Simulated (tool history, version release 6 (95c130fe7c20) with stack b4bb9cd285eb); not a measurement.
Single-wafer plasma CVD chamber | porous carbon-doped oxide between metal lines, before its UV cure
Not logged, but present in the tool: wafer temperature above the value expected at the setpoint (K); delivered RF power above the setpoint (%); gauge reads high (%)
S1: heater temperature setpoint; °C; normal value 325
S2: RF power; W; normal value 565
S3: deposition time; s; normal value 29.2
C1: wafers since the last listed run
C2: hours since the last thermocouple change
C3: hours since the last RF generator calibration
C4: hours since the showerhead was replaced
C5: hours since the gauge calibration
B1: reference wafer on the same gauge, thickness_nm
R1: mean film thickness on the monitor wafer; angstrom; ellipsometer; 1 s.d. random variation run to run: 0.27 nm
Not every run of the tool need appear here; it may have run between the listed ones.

run	hour	S1	S2	S3	C1	C2	C3	C4	C5	B1	R1
1	0	325	565	29.2	0	1410.9	2292.9	4855.2	405	127.048	1405.97
2	18.6	325	565	29.2	362	1429.5	2311.5	4873.8	423.6	127.024	1412.1
3	48.5	325	565	29.2	581	1459.4	2341.4	4903.7	453.5	126.945	1402.88
4	71.1	330	565	29.2	439	1482	2364	4926.3	476.1	127.016	1374.23
5	84.4	317	515	29.2	258	1495.3	2377.3	4939.6	489.4	126.933	1407.23
6	99.2	317	515	29.2	288	1510.1	2392.1	4954.4	504.2	127.031	1401.96
7	118	317	515	29.2	365	1528.9	2410.9	4973.2	523	126.982	1407.1
8	130.3	318	630	29.2	239	1541.2	2423.2	4985.5	535.3	127.028	1525.54
9	164.9	318	630	29.2	673	1575.8	2457.8	5020.1	569.9	127.06	1520.44
10	197.9	318	630	29.2	642	1608.8	2490.8	5053.1	602.9	126.99	1513.2
# hour 204.6: gauge calibrated
# hour 245.2: showerhead replaced
# hour 250.3: thermocouple changed; heater temperature recalibrated
11	250.8	325	565	29.2	773	0.5	2543.7	5.6	46.2	126.974	1381.56
# hour 260.4: RF generator calibrated
12	260.9	325	505	34.2	40	10.6	0.5	15.7	56.3	127.019	1530.22
13	270.6	325	565	24	188	20.3	10.2	25.4	66	127.006	1139.62
14	305.3	337	610	25.3	675	55	44.9	60.1	100.7	127.004	1178.81
15	333.1	334	655	29.2	541	82.8	72.7	87.9	128.5	126.967	1410.51
# hour 356.6: thermocouple changed; heater temperature recalibrated, repeated, since the last time left the tool worse
16	431.6	325	480	24.9	1761	75	171.2	186.4	227	126.956	1136.44
17	449.3	325	565	29.2	344	92.7	188.9	204.1	244.7	127.051	1423.54
18	461.6	336	490	27	239	105	201.2	216.4	257	126.99	1187.28
19	485	325	565	29.2	455	128.4	224.6	239.8	280.4	126.989	1423.17
20	508.4	325	565	32.8	455	151.8	248	263.2	303.8	126.985	1594.35
21	522.1	332	565	29.2	266	165.5	261.7	276.9	317.5	126.978	1376.95
22	539.6	318	620	34.4	340	183	279.2	294.4	335	126.976	1787.72
23	569.3	325	620	31.5	578	212.7	308.9	324.1	364.7	126.956	1588.49

The logged runs with the hidden state left out (each run's random variation unchanged):
run	R1
1	1424.4
2	1431.23
3	1422.9
4	1393.28
5	1429.62
6	1424.8
7	1430.71
8	1551.36
9	1547.59
10	1541.59
11	1431.66
12	1585.72
13	1180.96
14	1218.46
15	1458.44
16	1140.76
17	1428.98
18	1191.44
19	1428.7
20	1600.63
21	1382.02
22	1795.27
23	1595.04

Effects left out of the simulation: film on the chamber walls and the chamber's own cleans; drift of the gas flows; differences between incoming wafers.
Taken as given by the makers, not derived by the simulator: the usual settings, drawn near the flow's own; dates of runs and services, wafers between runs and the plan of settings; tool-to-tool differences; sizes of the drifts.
